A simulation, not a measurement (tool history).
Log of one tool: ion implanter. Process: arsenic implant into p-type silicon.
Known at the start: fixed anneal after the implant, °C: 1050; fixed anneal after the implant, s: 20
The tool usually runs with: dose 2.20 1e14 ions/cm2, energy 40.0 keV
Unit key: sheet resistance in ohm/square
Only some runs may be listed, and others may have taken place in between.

| run | day | dose | energy | read-back reference wafer on the same gauge, sheet resistance | sheet resistance |
|---|---|---|---|---|---|
| 1 | 0.000 | 2.20 | 40.0 | 283.71 | 308.69 |
| 2 | 0.267 | 2.20 | 40.0 | 283.88 | 310.27 |
| 3 | 0.600 | 2.20 | 40.0 | 283.99 | 310.29 |
| 4 | 1.008 | 2.57 | 40.0 | 283.96 | 276.94 |
| 5 | 1.417 | 2.57 | 40.0 | 283.88 | 276.40 |
| 6 | 1.929 | 2.20 | 40.0 | 283.95 | 309.87 |
| 7 | 2.333 | 2.20 | 32.5 | 284.16 | 318.85 |
| 8 | 3.000 | 2.20 | 40.0 | 284.08 | 310.80 |
| 9 | 3.596 | 2.20 | 40.0 | 283.74 | 309.32 |
| 10 | 5.354 | 2.20 | 40.0 | 284.06 | 310.35 |
| 11 | 5.750 | 2.20 | 40.0 | 284.08 | 309.38 |
|  | 6.600 | extraction supply calibrated |
| 12 | 6.621 | 2.20 | 40.0 | 283.93 | 309.81 |
| 13 | 7.183 | 2.20 | 40.0 | 284.08 | 309.73 |
| 14 | 7.762 | 2.20 | 45.0 | 284.09 | 304.41 |
| 15 | 8.346 | 2.20 | 45.0 | 283.92 | 303.86 |
| 16 | 8.738 | 2.20 | 45.0 | 284.07 | 304.07 |
| 17 | 8.992 | 2.20 | 40.0 | 283.98 | 310.46 |
| 18 | 9.446 | 2.38 | 26.5 | 283.96 | 309.37 |
| 19 | 10.062 | 1.87 | 29.5 | 284.22 | 366.34 |
| 20 | 10.354 | 2.20 | 40.0 | 283.71 | 310.45 |
| 21 | 10.862 | 1.97 | 32.5 | 284.07 | 346.03 |
|  | 12.204 | gauge calibrated |
|  | 12.367 | Faraday cup replaced and dose calibrated |
| 22 | 12.762 | 1.58 | 49.0 | 284.14 | 394.42 |
| 23 | 13.483 | 1.71 | 32.0 | 284.08 | 398.90 |
| 24 | 13.808 | 1.60 | 50.5 | 283.92 | 387.74 |
| 25 | 14.392 | 2.37 | 32.5 | 283.97 | 312.40 |
| 26 | 15.029 | 2.20 | 40.0 | 283.93 | 319.42 |
| 27 | 15.454 | 2.20 | 40.0 | 284.06 | 318.87 |
| 28 | 15.888 | 2.20 | 40.0 | 283.88 | 319.58 |
| 29 | 16.354 | 1.88 | 40.0 | 283.84 | 357.61 |
| 30 | 16.758 | 2.00 | 52.5 | 284.10 | 326.39 |
| 31 | 17.338 | 2.20 | 40.0 | 284.12 | 319.18 |
| 32 | 18.012 | 2.20 | 40.0 | 284.06 | 317.84 |
| 33 | 18.554 | 2.57 | 40.0 | 284.14 | 283.22 |
| 34 | 19.208 | 1.62 | 40.0 | 283.84 | 395.99 |
| 35 | 19.621 | 2.02 | 29.0 | 283.77 | 355.08 |

5 options for the next run, each taken on its own from the tool as it stands now. Forecast them:
| A | 19.638 | 2.20 | 40.0 | ? | ? |
| B | 19.638 | 2.48 | 47.5 | ? | ? |
| C | 19.638 | 2.79 | 45.5 | ? | ? |
| D | 19.638 | 2.20 | 29.5 | ? | ? |
| E | 19.638 | 1.86 | 28.0 | ? | ? |

| run | read-back reference wafer on the same gauge, sheet resistance | sheet resistance |
|---|---|---|
| A | 284.02 | 317.78 |
| B | 284.02 | 283.75 |
| C | 284.02 | 261.63 |
| D | 284.02 | 332.14 |
| E | 284.02 | 378.94 |
Without the tool's unlogged condition, the same runs would have read:
| run | sheet resistance |
|---|---|
| A | 319.44 |
| B | 285.24 |
| C | 263.02 |
| D | 333.91 |
| E | 380.93 |

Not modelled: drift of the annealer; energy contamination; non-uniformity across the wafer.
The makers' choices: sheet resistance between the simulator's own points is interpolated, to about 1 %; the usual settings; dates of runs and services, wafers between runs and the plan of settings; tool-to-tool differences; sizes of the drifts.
